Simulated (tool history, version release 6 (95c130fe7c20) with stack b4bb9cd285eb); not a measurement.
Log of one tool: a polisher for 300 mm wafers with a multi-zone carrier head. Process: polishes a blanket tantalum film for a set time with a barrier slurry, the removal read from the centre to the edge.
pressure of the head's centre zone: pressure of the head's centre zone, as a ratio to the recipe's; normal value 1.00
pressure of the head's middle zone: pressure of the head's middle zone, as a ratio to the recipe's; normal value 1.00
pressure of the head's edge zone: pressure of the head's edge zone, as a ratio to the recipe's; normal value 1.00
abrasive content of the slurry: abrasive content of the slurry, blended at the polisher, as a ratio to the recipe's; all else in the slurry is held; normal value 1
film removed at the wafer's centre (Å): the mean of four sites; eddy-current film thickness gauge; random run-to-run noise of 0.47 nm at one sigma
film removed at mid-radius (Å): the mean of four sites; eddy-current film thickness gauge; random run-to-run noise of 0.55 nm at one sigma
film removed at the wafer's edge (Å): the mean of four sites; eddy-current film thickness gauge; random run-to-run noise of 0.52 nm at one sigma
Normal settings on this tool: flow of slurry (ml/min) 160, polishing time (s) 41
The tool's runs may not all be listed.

run   hour  flow of slurry (ml/min)  pressure of the head's centre zone  pressure of the head's middle zone  pressure of the head's edge zone  abrasive content of the slurry  polishing time (s)  wafers since the last listed run  wafers polished on this pad  hours since the slurry nozzle was cleaned  hours since the centre zone pressure was calibrated  hours since the edge zone pressure was calibrated  hours since the carrier head's membrane was replaced  incoming thickness of the incoming film, nm  film removed at the wafer's centre (Å)  film removed at mid-radius (Å)  film removed at the wafer's edge (Å)
  1    0.0                      160                                1.00                                1.10                              1.00                               1                  41                                 0                          638                                      399.5                                                 55.1                                              427.0                                                 723.9                                        230.9                                     715                             763                                   722
  2   47.9                      160                                1.00                                1.10                              1.00                               1                  41                               534                         1172                                      447.4                                                103.0                                              474.9                                                 771.8                                        228.0                                     720                             762                                   721
      67.4  -- worn pad replaced by a new one
  3   79.3                      160                                1.00                                1.00                              1.00                               1                  41                               305                          132                                      478.8                                                134.4                                              506.3                                                 803.2                                        232.9                                     738                             729                                   733
  4  105.8                      160                                1.00                                1.00                              1.00                               1                  41                               295                          428                                      505.3                                                160.9                                              532.8                                                 829.7                                        231.8                                     717                             718                                   731
     193.5  -- worn pad replaced by a new one
     205.8  -- centre zone pressure recalibrated
     232.7  -- edge zone pressure recalibrated
  5  240.9                      160                                1.00                                1.00                              1.00                               1                  41                              1418                          484                                      640.4                                                 35.1                                                8.2                                                 964.8                                        229.0                                     723                             721                                   727
  6  293.4                      160                                1.00                                1.00                              1.00                               1                  41                               585                         1070                                      692.9                                                 87.6                                               60.7                                                1017.3                                        232.0                                     723                             717                                   719
     326.2  -- worn pad replaced by a new one
  7  334.0                      160                                1.00                                1.00                              1.00                               1                  47                               408                           87                                      733.5                                                128.2                                              101.3                                                1057.9                                        230.0                                     826                             820                                   820
  8  369.4                      160                                1.00                                1.00                              1.00                               1                  41                               395                          482                                      768.9                                                163.6                                              136.7                                                1093.3                                        227.5                                     712                             714                                   722
  9  412.0                      215                                1.00                                1.10                              1.00                               1                  41                               475                          957                                      811.5                                                206.2                                              179.3                                                1135.9                                        228.7                                     750                             787                                   749
     422.3  -- slurry nozzle cleaned
     422.9  -- carrier head's membrane replaced by a new one
 10  437.1                      160                                1.00                                1.00                              1.00                               1                  41                               262                         1219                                       14.8                                                231.3                                              204.4                                                  14.2                                        230.1                                     711                             709                                   710
     460.5  -- worn pad replaced by a new one
 11  499.7                      160                                1.00                                1.11                              0.94                               1                  41                               653                          437                                       77.4                                                293.9                                              267.0                                                  76.8                                        229.3                                     725                             774                                   712
     543.1  -- centre zone pressure recalibrated
 12  562.6                      160                                1.09                                1.00                              0.92                               1                  41                               679                         1117                                      140.3                                                 19.5                                              329.9                                                 139.7                                        230.6                                     768                             718                                   701
     567.3  -- worn pad replaced by a new one
 13  587.4                      110                                1.00                                1.00                              0.92                               1                  52                               232                          223                                      165.1                                                 44.3                                              354.7                                                 164.5                                        227.7                                     846                             860                                   846
 14  612.9                      215                                1.00                                1.06                              1.00                               1                  41                               284                          508                                      190.6                                                 69.8                                              380.2                                                 190.0                                        228.3                                     750                             783                                   749

What if the next run were any one of these 3? Each begins from the tool's condition after run 14:
  A  613.3                      160                                1.00                                1.00                              1.00                               1                  41                                 4                          512                                      191.0                                                 70.2                                              380.6                                                 190.4                                        230.7                                       ?                               ?                                     ?
  B  613.3                      160                                1.00                                1.00                              1.00                               1                  46                                 4                          512                                      191.0                                                 70.2                                              380.6                                                 190.4                                        230.7                                       ?                               ?                                     ?
  C  613.3                      195                                1.00                                0.95                              1.00                               1                  41                                 4                          512                                      191.0                                                 70.2                                              380.6                                                 190.4                                        230.7                                       ?                               ?                                     ?

run  film removed at the wafer's centre (Å)  film removed at mid-radius (Å)  film removed at the wafer's edge (Å)
  A                                     726                             717                                   716
  B                                     814                             805                                   804
  C                                     751                             717                                   733
What these runs would have given with no unlogged condition in the tool:
run  film removed at the wafer's centre (Å)  film removed at mid-radius (Å)  film removed at the wafer's edge (Å)
  A                                     740                             732                                   730
  B                                     830                             821                                   820
  C                                     766                             731                                   748

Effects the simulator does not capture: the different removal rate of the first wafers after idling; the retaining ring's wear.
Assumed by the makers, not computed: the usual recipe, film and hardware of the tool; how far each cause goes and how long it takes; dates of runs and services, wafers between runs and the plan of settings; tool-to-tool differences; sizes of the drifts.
